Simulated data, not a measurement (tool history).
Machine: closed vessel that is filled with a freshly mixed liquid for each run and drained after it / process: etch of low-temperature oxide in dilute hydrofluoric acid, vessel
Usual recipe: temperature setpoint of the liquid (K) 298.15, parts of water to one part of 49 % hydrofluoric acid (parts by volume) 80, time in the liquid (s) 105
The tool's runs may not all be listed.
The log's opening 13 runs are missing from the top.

run,hour,temperature setpoint of the liquid (K),parts of water to one part of 49 % hydrofluoric acid (parts by volume),time in the liquid (s),"read-back film thickness of the low-temperature oxide reference wafer, read on the same gauge (nm)",thickness taken off the low-temperature oxide on a monitor wafer (nm)
14,413.2,300.65,70,105,89.98,27.32
15,432.8,298.15,80,105,89.97,21.10
16,460.8,295.65,105,155,89.96,21.48
17,485.5,298.15,110,105,90.05,14.78
18,521.0,298.15,80,105,90.04,21.33
# hour 522.1: hydrofluoric acid flow meter replaced
19,552.0,294.15,55,50,90.02,13.33
20,572.4,294.15,90,65,90.00,10.23
21,586.6,298.15,80,105,90.02,21.51
22,604.9,298.15,80,45,89.95,9.47
23,617.6,298.15,120,130,89.96,17.28
24,651.2,301.15,55,160,89.98,56.23
25,665.9,298.15,80,105,90.00,21.62
26,690.1,298.15,80,105,89.99,21.67
27,716.7,298.15,80,80,90.05,16.82
28,735.7,302.15,65,130,89.99,39.37
29,760.7,302.65,95,65,89.96,13.12
30,796.5,295.15,105,75,90.04,10.12
31,808.8,298.15,120,105,90.04,13.66

Each row is a separate what-if for the run after 31, all from the same tool condition, not one after another. Results?
A,809.5,298.15,80,105,?,?
B,809.5,300.15,45,125,?,?
C,809.5,300.65,80,105,?,?
D,809.5,294.15,80,85,?,?
E,809.5,302.65,115,135,?,?

run,"read-back film thickness of the low-temperature oxide reference wafer, read on the same gauge (nm)",thickness taken off the low-temperature oxide on a monitor wafer (nm)
A,90.03,21.49
B,90.03,51.74
C,90.03,23.71
D,90.03,14.79
E,90.03,21.79
With the hidden condition removed and each run's random variation left untouched, the same runs would have given:
run,thickness taken off the low-temperature oxide on a monitor wafer (nm)
A,22.05
B,53.05
C,24.34
D,15.18
E,22.39
